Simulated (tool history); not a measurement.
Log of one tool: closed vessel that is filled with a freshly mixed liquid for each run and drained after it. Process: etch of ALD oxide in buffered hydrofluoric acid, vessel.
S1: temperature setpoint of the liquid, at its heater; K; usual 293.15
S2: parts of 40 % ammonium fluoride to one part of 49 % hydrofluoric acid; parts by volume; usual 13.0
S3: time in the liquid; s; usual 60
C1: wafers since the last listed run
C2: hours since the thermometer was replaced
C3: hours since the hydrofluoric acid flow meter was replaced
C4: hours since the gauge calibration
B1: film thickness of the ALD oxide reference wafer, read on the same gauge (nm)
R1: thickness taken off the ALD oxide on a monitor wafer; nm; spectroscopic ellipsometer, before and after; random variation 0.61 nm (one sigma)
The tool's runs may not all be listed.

| run | hour | S1 | S2 | S3 | C1 | C2 | C3 | C4 | B1 | R1 |
|---|---|---|---|---|---|---|---|---|---|---|
| 1 | 0.0 | 293.15 | 13.0 | 60 | 0 | 965.5 | 705.4 | 470.9 | 130.04 | 144.54 |
| 2 | 22.8 | 293.15 | 13.0 | 60 | 2089 | 988.3 | 728.2 | 493.7 | 130.03 | 144.33 |
| 3 | 88.5 | 290.15 | 13.0 | 40 | 6020 | 1054.0 | 793.9 | 559.4 | 130.02 | 80.85 |
| 4 | 118.5 | 293.15 | 13.0 | 60 | 2749 | 1084.0 | 823.9 | 589.4 | 129.99 | 143.55 |
| 5 | 143.6 | 293.15 | 13.0 | 60 | 2300 | 1109.1 | 849.0 | 614.5 | 129.97 | 143.52 |
| 6 | 155.7 | 293.15 | 13.0 | 60 | 1108 | 1121.2 | 861.1 | 626.6 | 129.96 | 143.42 |
| 7 | 170.4 | 295.65 | 13.0 | 75 | 1347 | 1135.9 | 875.8 | 641.3 | 130.05 | 206.34 |
| 8 | 193.1 | 293.15 | 13.0 | 60 | 2080 | 1158.6 | 898.5 | 664.0 | 130.03 | 143.39 |
|  | 199.9 | thermometer replaced |
| 9 | 218.8 | 293.15 | 13.0 | 60 | 2263 | 18.9 | 924.2 | 689.7 | 130.03 | 144.11 |
| 10 | 250.4 | 293.15 | 10.5 | 85 | 2895 | 50.5 | 955.8 | 721.3 | 129.93 | 249.26 |
| 11 | 271.7 | 293.15 | 13.0 | 95 | 1951 | 71.8 | 977.1 | 742.6 | 130.06 | 226.09 |
| 12 | 290.1 | 293.15 | 13.0 | 60 | 1686 | 90.2 | 995.5 | 761.0 | 129.96 | 142.09 |
|  | 316.5 | gauge calibrated |
| 13 | 324.8 | 293.15 | 9.5 | 90 | 3179 | 124.9 | 1030.2 | 8.3 | 130.02 | 288.50 |
| 14 | 357.6 | 293.15 | 13.0 | 95 | 3005 | 157.7 | 1063.0 | 41.1 | 130.00 | 224.71 |
| 15 | 383.9 | 293.15 | 13.0 | 60 | 2410 | 184.0 | 1089.3 | 67.4 | 130.02 | 141.78 |
| 16 | 399.8 | 290.65 | 11.0 | 70 | 1457 | 199.9 | 1105.2 | 83.3 | 129.98 | 169.56 |
|  | 407.9 | hydrofluoric acid flow meter replaced |
| 17 | 426.1 | 293.15 | 8.5 | 60 | 2318 | 226.2 | 18.2 | 109.6 | 129.99 | 220.62 |
| 18 | 447.3 | 290.15 | 13.0 | 30 | 1942 | 247.4 | 39.4 | 130.8 | 129.99 | 63.20 |
| 19 | 463.7 | 290.15 | 17.0 | 60 | 1502 | 263.8 | 55.8 | 147.2 | 130.01 | 97.38 |
| 20 | 478.8 | 293.15 | 13.0 | 60 | 1383 | 278.9 | 70.9 | 162.3 | 130.04 | 150.24 |
| 21 | 503.7 | 296.15 | 9.0 | 60 | 2281 | 303.8 | 95.8 | 187.2 | 129.97 | 242.93 |

The next listed run, before its measurement:
| 22 | 539.6 | 294.65 | 13.0 | 35 | 3289 | 339.7 | 131.7 | 223.1 | ? | ? |

B1: 130.03
R1: 95.14 nm
Without the tool's hidden state the same run would have given R1 95.83 nm.

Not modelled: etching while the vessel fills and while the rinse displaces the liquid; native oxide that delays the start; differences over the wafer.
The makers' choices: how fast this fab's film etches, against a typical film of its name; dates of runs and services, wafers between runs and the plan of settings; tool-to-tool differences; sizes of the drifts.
